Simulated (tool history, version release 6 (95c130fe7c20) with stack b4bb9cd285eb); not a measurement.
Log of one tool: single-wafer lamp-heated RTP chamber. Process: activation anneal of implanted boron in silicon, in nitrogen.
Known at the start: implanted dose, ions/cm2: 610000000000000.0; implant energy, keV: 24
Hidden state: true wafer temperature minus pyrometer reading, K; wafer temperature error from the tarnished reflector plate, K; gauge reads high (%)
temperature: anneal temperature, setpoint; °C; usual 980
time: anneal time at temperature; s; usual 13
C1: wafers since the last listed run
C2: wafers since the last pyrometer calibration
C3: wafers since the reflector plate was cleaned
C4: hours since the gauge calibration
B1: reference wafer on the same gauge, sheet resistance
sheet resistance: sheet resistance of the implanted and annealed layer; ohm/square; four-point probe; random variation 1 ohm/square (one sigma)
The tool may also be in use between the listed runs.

{"run": 1, "day": 0.0, "temperature": 980, "time": 13, "C1": 0, "C2": 5758, "C3": 5168, "C4": 684.3, "B1": 167.72, "sheet resistance": 208.73}
{"run": 2, "day": 2.142, "temperature": 980, "time": 13, "C1": 619, "C2": 6377, "C3": 5788, "C4": 735.7, "B1": 167.48, "sheet resistance": 207.07}
{"day": 4.462, "done": "pyrometer window cleaned and pyrometer calibrated"}
{"run": 3, "day": 4.675, "temperature": 989, "time": 13, "C1": 636, "C2": 60, "C3": 6424, "C4": 796.5, "B1": 167.85, "sheet resistance": 202.57}
{"run": 4, "day": 8.083, "temperature": 980, "time": 19, "C1": 985, "C2": 1046, "C3": 7410, "C4": 878.3, "B1": 168.1, "sheet resistance": 206.28}
{"run": 5, "day": 9.825, "temperature": 980, "time": 19, "C1": 503, "C2": 1550, "C3": 7914, "C4": 920.1, "B1": 168.06, "sheet resistance": 206.77}
{"day": 12.379, "done": "reflector plate cleaned"}
{"run": 6, "day": 13.688, "temperature": 1002, "time": 13, "C1": 1020, "C2": 2571, "C3": 378, "C4": 1012.8, "B1": 168.42, "sheet resistance": 194.81}
{"day": 13.925, "done": "gauge calibrated"}
{"run": 7, "day": 15.762, "temperature": 1002, "time": 13, "C1": 600, "C2": 3171, "C3": 978, "C4": 44.1, "B1": 167.73, "sheet resistance": 195.65}
{"run": 8, "day": 19.392, "temperature": 968, "time": 13, "C1": 1049, "C2": 4221, "C3": 2028, "C4": 131.2, "B1": 167.99, "sheet resistance": 222.94}
{"run": 9, "day": 21.646, "temperature": 968, "time": 13, "C1": 651, "C2": 4873, "C3": 2680, "C4": 185.3, "B1": 167.8, "sheet resistance": 224.67}
{"run": 10, "day": 25.05, "temperature": 980, "time": 13, "C1": 984, "C2": 5857, "C3": 3664, "C4": 267, "B1": 168.15, "sheet resistance": 211.18}
{"day": 26.392, "done": "pyrometer window cleaned and pyrometer calibrated"}
{"run": 11, "day": 27.754, "temperature": 980, "time": 13, "C1": 685, "C2": 394, "C3": 4350, "C4": 331.9, "B1": 168.28, "sheet resistance": 210.41}
{"run": 12, "day": 38.996, "temperature": 980, "time": 13, "C1": 3251, "C2": 3645, "C3": 7602, "C4": 601.7, "B1": 167.85, "sheet resistance": 209.97}
{"run": 13, "day": 42.638, "temperature": 959, "time": 18, "C1": 1053, "C2": 4699, "C3": 8655, "C4": 689.1, "B1": 168.33, "sheet resistance": 235.25}
{"day": 43.629, "done": "reflector plate cleaned"}
{"day": 46.446, "done": "pyrometer window cleaned and pyrometer calibrated"}
{"run": 14, "day": 46.562, "temperature": 968, "time": 16, "C1": 942, "C2": 34, "C3": 751, "C4": 783.3, "B1": 167.97, "sheet resistance": 222.91}
{"run": 15, "day": 49.821, "temperature": 980, "time": 7, "C1": 942, "C2": 976, "C3": 1694, "C4": 861.5, "B1": 167.78, "sheet resistance": 215.43}
{"run": 16, "day": 54.021, "temperature": 980, "time": 13, "C1": 1214, "C2": 2191, "C3": 2909, "C4": 962.3, "B1": 168.21, "sheet resistance": 209.81}
{"run": 17, "day": 55.6, "temperature": 1002, "time": 8, "C1": 456, "C2": 2648, "C3": 3366, "C4": 1000.2, "B1": 168.13, "sheet resistance": 196.36}
{"day": 55.796, "done": "gauge calibrated"}
{"run": 18, "day": 57.621, "temperature": 980, "time": 13, "C1": 584, "C2": 3232, "C3": 3950, "C4": 43.8, "B1": 167.95, "sheet resistance": 210.91}
{"run": 19, "day": 59.225, "temperature": 960, "time": 20, "C1": 463, "C2": 3696, "C3": 4414, "C4": 82.3, "B1": 167.63, "sheet resistance": 232.56}
{"run": 20, "day": 61.292, "temperature": 1004, "time": 11, "C1": 597, "C2": 4294, "C3": 5012, "C4": 131.9, "B1": 168.26, "sheet resistance": 193.44}
{"run": 21, "day": 64.175, "temperature": 1005, "time": 5, "C1": 833, "C2": 5128, "C3": 5846, "C4": 201.1, "B1": 168.17, "sheet resistance": 197.71}
{"run": 22, "day": 66.633, "temperature": 960, "time": 9, "C1": 711, "C2": 5839, "C3": 6557, "C4": 260.1, "B1": 167.79, "sheet resistance": 246.24}
{"day": 68.371, "done": "pyrometer window cleaned and pyrometer calibrated"}
{"run": 23, "day": 68.604, "temperature": 972, "time": 21, "C1": 473, "C2": 67, "C3": 7030, "C4": 307.4, "B1": 168.15, "sheet resistance": 214.8}
{"run": 24, "day": 72.854, "temperature": 997, "time": 13, "C1": 1229, "C2": 1296, "C3": 8260, "C4": 409.4, "B1": 168.06, "sheet resistance": 197.25}
{"run": 25, "day": 74.821, "temperature": 1008, "time": 9, "C1": 568, "C2": 1865, "C3": 8829, "C4": 456.6, "B1": 167.88, "sheet resistance": 193.71}

4 ways to go on from here, each from the tool as it stands after run 25. What would each give?
{"run": "A", "day": 74.838, "temperature": 980, "time": 13, "C1": 4, "C2": 1870, "C3": 8833, "C4": 457, "B1": "?", "sheet resistance": "?"}
{"run": "B", "day": 74.838, "temperature": 980, "time": 17, "C1": 4, "C2": 1870, "C3": 8833, "C4": 457, "B1": "?", "sheet resistance": "?"}
{"run": "C", "day": 74.838, "temperature": 990, "time": 18, "C1": 4, "C2": 1870, "C3": 8833, "C4": 457, "B1": "?", "sheet resistance": "?"}
{"run": "D", "day": 74.838, "temperature": 998, "time": 8, "C1": 4, "C2": 1870, "C3": 8833, "C4": 457, "B1": "?", "sheet resistance": "?"}

run=A B1=167.91 sheet_resistance=209.8
run=B B1=167.91 sheet_resistance=207.48
run=C B1=167.91 sheet_resistance=199.64
run=D B1=167.91 sheet_resistance=199.09
Without the tool's hidden state the same runs would have given:
run=A sheet_resistance=209.8
run=B sheet_resistance=207.48
run=C sheet_resistance=199.64
run=D sheet_resistance=199.09
